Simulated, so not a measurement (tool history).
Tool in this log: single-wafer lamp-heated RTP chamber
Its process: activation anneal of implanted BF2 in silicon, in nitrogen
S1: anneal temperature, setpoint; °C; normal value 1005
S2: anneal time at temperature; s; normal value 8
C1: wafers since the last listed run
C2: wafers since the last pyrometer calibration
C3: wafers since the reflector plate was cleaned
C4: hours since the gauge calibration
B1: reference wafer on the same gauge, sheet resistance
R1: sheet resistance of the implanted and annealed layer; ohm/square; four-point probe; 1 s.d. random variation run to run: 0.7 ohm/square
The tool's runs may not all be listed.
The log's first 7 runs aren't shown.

run   hour    S1  S2   C1    C2    C3     C4      B1      R1
     264.5  -- gauge calibrated
     269.7  -- pyrometer window cleaned and pyrometer calibrated
  8  271.5  1005   9  316    19  2446      7  232.14  205.71
     337.9  -- reflector plate cleaned
  9  338.4  1005   9  629   648     5   73.9  232.03  209.29
 10  373.4  1005   8  374  1022   379  108.9  232.09  211.14
 11  428.1  1005   8  584  1607   964  163.6  232.05  207.87
 12  468.8  1005   8  435  2042  1399  204.3  231.93   206.2
     497.3  -- pyrometer window cleaned and pyrometer calibrated
 13  508.5  1005   8  338   119  1738    244  232.19  210.45
 14  549.7  1026   8  440   560  2178  285.2  232.19  177.34
 15  597.1  1026   8  506  1066  2685  332.6  232.02  175.81
 16  658.7  1015   9  658  1725  3344  394.2  231.87  186.78
     673.8  -- reflector plate cleaned
 17  727.3  1005   8  647  2373   571  462.8  232.12  206.03
     764.7  -- pyrometer window cleaned and pyrometer calibrated
 18  765.2   978   5  319     5   891  500.7  231.99  263.94
 19  812.1  1027  10  501   506  1392  547.6  231.89  170.15
 20  855.4  1026   6  462   969  1855  590.9  231.94  186.18

Run 21 is up next; what results do you expect?
 21  879.5  1025  12  257  1227  2113  615   ?   ?

{"run 21": {"B1": 232.2, "R1": 163.06}}
Take away the tool's hidden state, keep the run-to-run variation as it was, and the same run would have given R1 169.95 ohm/square.

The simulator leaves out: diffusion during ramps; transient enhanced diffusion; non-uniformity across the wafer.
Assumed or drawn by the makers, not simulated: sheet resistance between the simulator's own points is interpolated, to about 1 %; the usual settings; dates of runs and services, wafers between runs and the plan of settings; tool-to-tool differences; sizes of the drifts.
